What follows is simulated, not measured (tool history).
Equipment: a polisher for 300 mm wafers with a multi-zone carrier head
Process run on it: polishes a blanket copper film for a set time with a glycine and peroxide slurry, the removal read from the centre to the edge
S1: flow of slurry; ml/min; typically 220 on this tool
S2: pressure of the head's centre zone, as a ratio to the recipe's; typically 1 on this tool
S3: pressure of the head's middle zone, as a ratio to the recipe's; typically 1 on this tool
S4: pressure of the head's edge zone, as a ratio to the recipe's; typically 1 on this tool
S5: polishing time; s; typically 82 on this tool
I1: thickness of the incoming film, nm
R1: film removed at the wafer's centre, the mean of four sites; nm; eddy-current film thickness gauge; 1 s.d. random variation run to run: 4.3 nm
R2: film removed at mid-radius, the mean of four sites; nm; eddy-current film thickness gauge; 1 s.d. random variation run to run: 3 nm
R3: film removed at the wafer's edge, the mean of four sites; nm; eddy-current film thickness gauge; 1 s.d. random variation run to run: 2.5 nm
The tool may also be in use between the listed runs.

run 1 hour=0 | S1=220 S2=1.04 S3=1 S4=1.08 S5=82 | I1=1378.4 | R1=338.8 R2=359.3 R3=367.3
-- hour=13.2 worn pad replaced by a new one
run 2 hour=22.4 | S1=220 S2=1 S3=1 S4=1 S5=63 | I1=1399.7 | R1=261.7 R2=295.9 R3=290.2
run 3 hour=43.8 | S1=285 S2=1 S3=1 S4=0.89 S5=66 | I1=1382.3 | R1=288.6 R2=317.8 R3=293.9
run 4 hour=74.3 | S1=220 S2=1 S3=1 S4=1 S5=82 | I1=1402.5 | R1=337.2 R2=382.3 R3=372.4
run 5 hour=107.6 | S1=220 S2=0.93 S3=1 S4=1 S5=58 | I1=1381 | R1=215.2 R2=263.6 R3=256.8
run 6 hour=135.9 | S1=295 S2=1 S3=1 S4=0.91 S5=66 | I1=1396.3 | R1=271.9 R2=309.6 R3=285.3
-- hour=160.5 edge zone pressure recalibrated
run 7 hour=161.2 | S1=180 S2=0.92 S3=1 S4=1.1 S5=82 | I1=1410.2 | R1=280.8 R2=351.5 R3=363.6
run 8 hour=190.5 | S1=220 S2=1.06 S3=1 S4=1 S5=82 | I1=1381.7 | R1=335.1 R2=363.4 R3=356.5
run 9 hour=206.4 | S1=185 S2=0.97 S3=1 S4=0.96 S5=82 | I1=1384.3 | R1=292.5 R2=343.5 R3=340.6
run 10 hour=235.9 | S1=220 S2=1 S3=1 S4=1 S5=82 | I1=1411.7 | R1=306.5 R2=355.1 R3=348.8
run 11 hour=257.9 | S1=220 S2=1.04 S3=1 S4=1.08 S5=82 | I1=1397.3 | R1=325.5 R2=354.2 R3=357.5
run 12 hour=272.5 | S1=220 S2=1 S3=1 S4=1 S5=82 | I1=1388 | R1=306.2 R2=344.9 R3=343.2
-- hour=276.7 centre zone pressure recalibrated
-- hour=286.8 worn pad replaced by a new one
run 13 hour=288.4 | S1=220 S2=1 S3=0.94 S4=0.9 S5=54 | I1=1420.5 | R1=253.6 R2=249.3 R3=247.8
run 14 hour=317.9 | S1=220 S2=1 S3=1 S4=1 S5=82 | I1=1375.9 | R1=373.5 R2=397.1 R3=385.3
run 15 hour=338.3 | S1=155 S2=1 S3=0.89 S4=1 S5=82 | I1=1403.2 | R1=336.7 R2=338.7 R3=362.7
run 16 hour=352.1 | S1=220 S2=1.11 S3=0.95 S4=0.94 S5=108 | I1=1383.5 | R1=523.9 R2=496.2 R3=490.4
run 17 hour=380.3 | S1=220 S2=1 S3=1 S4=0.95 S5=82 | I1=1408.8 | R1=350 R2=385.9 R3=364.4
run 18 hour=397.7 | S1=220 S2=1 S3=1 S4=0.91 S5=82 | I1=1397.3 | R1=344.1 R2=373.3 R3=358.8
run 19 hour=429.4 | S1=220 S2=1 S3=1.04 S4=1 S5=82 | I1=1398 | R1=338.9 R2=385.2 R3=369.1
run 20 hour=455 | S1=220 S2=1 S3=0.93 S4=1 S5=82 | I1=1388.2 | R1=339 R2=353.8 R3=363.6
run 21 hour=470.8 | S1=275 S2=1 S3=1 S4=1.06 S5=82 | I1=1420.4 | R1=338.9 R2=380.6 R3=381
run 22 hour=499.5 | S1=220 S2=1 S3=1 S4=1 S5=82 | I1=1391.2 | R1=329.3 R2=366.6 R3=358.1

What if the next run were any one of these 4? Each begins from the tool's condition after run 22:
run A hour=500 | S1=220 S2=1 S3=1 S4=0.9 S5=82 | I1=1408.4 | R1=? R2=? R3=?
run B hour=500 | S1=220 S2=1 S3=1 S4=0.94 S5=82 | I1=1408.4 | R1=? R2=? R3=?
run C hour=500 | S1=180 S2=1 S3=1 S4=1 S5=82 | I1=1408.4 | R1=? R2=? R3=?
run D hour=500 | S1=175 S2=1.08 S3=1 S4=1 S5=82 | I1=1408.4 | R1=? R2=? R3=?

run=A R1=320.9 R2=367.6 R3=344.5
run=B R1=320.9 R2=367.6 R3=351.4
run=C R1=309.3 R2=355.7 R3=353
run=D R1=332.5 R2=353.7 R3=351.6
The same runs, with their run-to-run variation unchanged, on a tool lacking any hidden condition would have given:
run=A R1=385.5 R2=399 R3=374.1
run=B R1=385.5 R2=399 R3=381.6
run=C R1=371.7 R2=386 R3=383.3
run=D R1=399.3 R2=383.8 R3=381.8
